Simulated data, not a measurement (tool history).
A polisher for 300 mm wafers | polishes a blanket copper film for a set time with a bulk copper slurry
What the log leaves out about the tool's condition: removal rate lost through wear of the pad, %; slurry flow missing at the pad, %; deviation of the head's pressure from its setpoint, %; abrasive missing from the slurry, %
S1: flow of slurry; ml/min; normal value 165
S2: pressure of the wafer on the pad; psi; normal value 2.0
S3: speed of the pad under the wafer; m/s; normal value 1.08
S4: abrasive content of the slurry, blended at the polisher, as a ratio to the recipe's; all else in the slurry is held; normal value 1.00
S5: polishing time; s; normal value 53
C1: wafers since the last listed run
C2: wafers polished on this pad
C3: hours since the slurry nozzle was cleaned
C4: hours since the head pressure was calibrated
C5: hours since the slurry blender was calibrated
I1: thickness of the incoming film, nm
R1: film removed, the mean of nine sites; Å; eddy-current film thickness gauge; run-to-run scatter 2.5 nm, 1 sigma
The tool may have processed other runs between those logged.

run 1 hour=0.0 | S1=165 S2=2.0 S3=1.08 S4=1.00 S5=53 | C1=0 C2=349 C3=248.7 C4=660.0 C5=209.9 | I1=3222.1 | R1=3595
-- hour=55.9 slurry nozzle cleaned
run 2 hour=61.4 | S1=140 S2=2.0 S3=1.08 S4=1.00 S5=53 | C1=407 C2=757 C3=5.5 C4=721.4 C5=271.3 | I1=3163.0 | R1=3472
run 3 hour=75.4 | S1=140 S2=2.0 S3=1.08 S4=1.00 S5=53 | C1=94 C2=851 C3=19.5 C4=735.4 C5=285.3 | I1=3169.6 | R1=3402
run 4 hour=93.2 | S1=165 S2=2.0 S3=1.08 S4=1.00 S5=53 | C1=120 C2=971 C3=37.3 C4=753.2 C5=303.1 | I1=3128.8 | R1=3513
-- hour=109.0 worn pad replaced by a new one
run 5 hour=146.3 | S1=165 S2=2.0 S3=1.08 S4=1.00 S5=58 | C1=331 C2=251 C3=90.4 C4=806.3 C5=356.2 | I1=3209.4 | R1=3896
run 6 hour=180.4 | S1=165 S2=2.0 S3=1.08 S4=0.95 S5=53 | C1=230 C2=481 C3=124.5 C4=840.4 C5=390.3 | I1=3163.9 | R1=3483
run 7 hour=214.8 | S1=165 S2=2.0 S3=1.08 S4=1.00 S5=53 | C1=232 C2=713 C3=158.9 C4=874.8 C5=424.7 | I1=3191.4 | R1=3529
run 8 hour=234.9 | S1=165 S2=2.0 S3=1.08 S4=1.00 S5=53 | C1=135 C2=849 C3=179.0 C4=894.9 C5=444.8 | I1=3152.2 | R1=3487
-- hour=263.6 worn pad replaced by a new one
run 9 hour=264.1 | S1=165 S2=2.0 S3=1.08 S4=1.00 S5=53 | C1=170 C2=3 C3=208.2 C4=924.1 C5=474.0 | I1=3152.6 | R1=3496
run 10 hour=294.2 | S1=165 S2=2.0 S3=1.08 S4=1.00 S5=53 | C1=203 C2=206 C3=238.3 C4=954.2 C5=504.1 | I1=3164.8 | R1=3439
-- hour=322.1 head pressure recalibrated
run 11 hour=322.9 | S1=165 S2=2.0 S3=1.08 S4=1.00 S5=53 | C1=180 C2=386 C3=267.0 C4=0.8 C5=532.8 | I1=3129.9 | R1=3460
-- hour=326.1 slurry blender recalibrated
run 12 hour=349.4 | S1=165 S2=2.0 S3=1.08 S4=1.00 S5=53 | C1=165 C2=552 C3=293.5 C4=27.3 C5=23.3 | I1=3148.4 | R1=3687
run 13 hour=374.2 | S1=165 S2=2.0 S3=1.08 S4=1.00 S5=53 | C1=167 C2=719 C3=318.3 C4=52.1 C5=48.1 | I1=3159.9 | R1=3679
run 14 hour=398.9 | S1=120 S2=2.0 S3=1.08 S4=1.00 S5=53 | C1=166 C2=886 C3=343.0 C4=76.8 C5=72.8 | I1=3223.4 | R1=3485
-- hour=422.6 worn pad replaced by a new one
-- hour=423.7 slurry nozzle cleaned
run 15 hour=429.0 | S1=165 S2=2.0 S3=1.08 S4=1.00 S5=53 | C1=169 C2=36 C3=5.3 C4=106.9 C5=102.9 | I1=3145.8 | R1=3720
run 16 hour=453.0 | S1=165 S2=2.5 S3=1.34 S4=1.20 S5=46 | C1=161 C2=198 C3=29.3 C4=130.9 C5=126.9 | I1=3173.3 | R1=4690
run 17 hour=472.4 | S1=165 S2=2.0 S3=1.08 S4=1.00 S5=53 | C1=130 C2=329 C3=48.7 C4=150.3 C5=146.3 | I1=3181.3 | R1=3642
run 18 hour=505.9 | S1=220 S2=2.0 S3=1.22 S4=1.00 S5=53 | C1=226 C2=555 C3=82.2 C4=183.8 C5=179.8 | I1=3173.6 | R1=4256
run 19 hour=522.3 | S1=165 S2=2.0 S3=1.08 S4=1.00 S5=53 | C1=110 C2=666 C3=98.6 C4=200.2 C5=196.2 | I1=3210.5 | R1=3671
run 20 hour=554.2 | S1=125 S2=2.0 S3=1.08 S4=1.00 S5=46 | C1=215 C2=881 C3=130.5 C4=232.1 C5=228.1 | I1=3197.1 | R1=2949
run 21 hour=588.0 | S1=165 S2=2.0 S3=0.92 S4=1.00 S5=53 | C1=228 C2=1109 C3=164.3 C4=265.9 C5=261.9 | I1=3254.6 | R1=3132
-- hour=599.5 worn pad replaced by a new one
run 22 hour=600.7 | S1=140 S2=2.0 S3=1.08 S4=1.00 S5=53 | C1=58 C2=8 C3=177.0 C4=278.6 C5=274.6 | I1=3143.3 | R1=3525
run 23 hour=703.7 | S1=165 S2=2.2 S3=1.30 S4=1.00 S5=53 | C1=695 C2=703 C3=280.0 C4=381.6 C5=377.6 | I1=3174.2 | R1=4502
run 24 hour=725.5 | S1=165 S2=1.4 S3=1.08 S4=1.00 S5=45 | C1=147 C2=850 C3=301.8 C4=403.4 C5=399.4 | I1=3123.4 | R1=2426
run 25 hour=745.6 | S1=165 S2=2.0 S3=1.08 S4=1.00 S5=53 | C1=135 C2=986 C3=321.9 C4=423.5 C5=419.5 | I1=3188.5 | R1=3547
-- hour=754.2 worn pad replaced by a new one
-- hour=760.5 slurry nozzle cleaned
run 26 hour=778.6 | S1=220 S2=2.0 S3=0.72 S4=1.00 S5=53 | C1=188 C2=157 C3=18.1 C4=456.5 C5=452.5 | I1=3162.7 | R1=2572
run 27 hour=814.0 | S1=165 S2=2.0 S3=1.08 S4=1.00 S5=53 | C1=238 C2=396 C3=53.5 C4=491.9 C5=487.9 | I1=3143.4 | R1=3517
run 28 hour=829.2 | S1=200 S2=2.0 S3=1.08 S4=1.00 S5=53 | C1=102 C2=499 C3=68.7 C4=507.1 C5=503.1 | I1=3117.2 | R1=3612
run 29 hour=848.6 | S1=165 S2=2.0 S3=1.08 S4=1.00 S5=59 | C1=130 C2=630 C3=88.1 C4=526.5 C5=522.5 | I1=3190.1 | R1=3933

Consider 4 possible next runs. They are alternatives, not a sequence: every one starts from the tool as it was left by run 29. What does each give?
run A hour=849.0 | S1=165 S2=2.0 S3=1.08 S4=1.00 S5=53 | C1=2 C2=632 C3=88.5 C4=526.9 C5=522.9 | I1=3180.0 | R1=?
run B hour=849.0 | S1=165 S2=2.0 S3=1.08 S4=1.00 S5=41 | C1=2 C2=632 C3=88.5 C4=526.9 C5=522.9 | I1=3180.0 | R1=?
run C hour=849.0 | S1=115 S2=2.0 S3=1.08 S4=1.00 S5=53 | C1=2 C2=632 C3=88.5 C4=526.9 C5=522.9 | I1=3180.0 | R1=?
run D hour=849.0 | S1=200 S2=1.8 S3=1.08 S4=1.00 S5=53 | C1=2 C2=632 C3=88.5 C4=526.9 C5=522.9 | I1=3180.0 | R1=?

run=A R1=3525
run=B R1=2727
run=C R1=3260
run=D R1=3409
What these runs would have given with no unlogged condition in the tool:
run=A R1=3751
run=B R1=2902
run=C R1=3469
run=D R1=3628
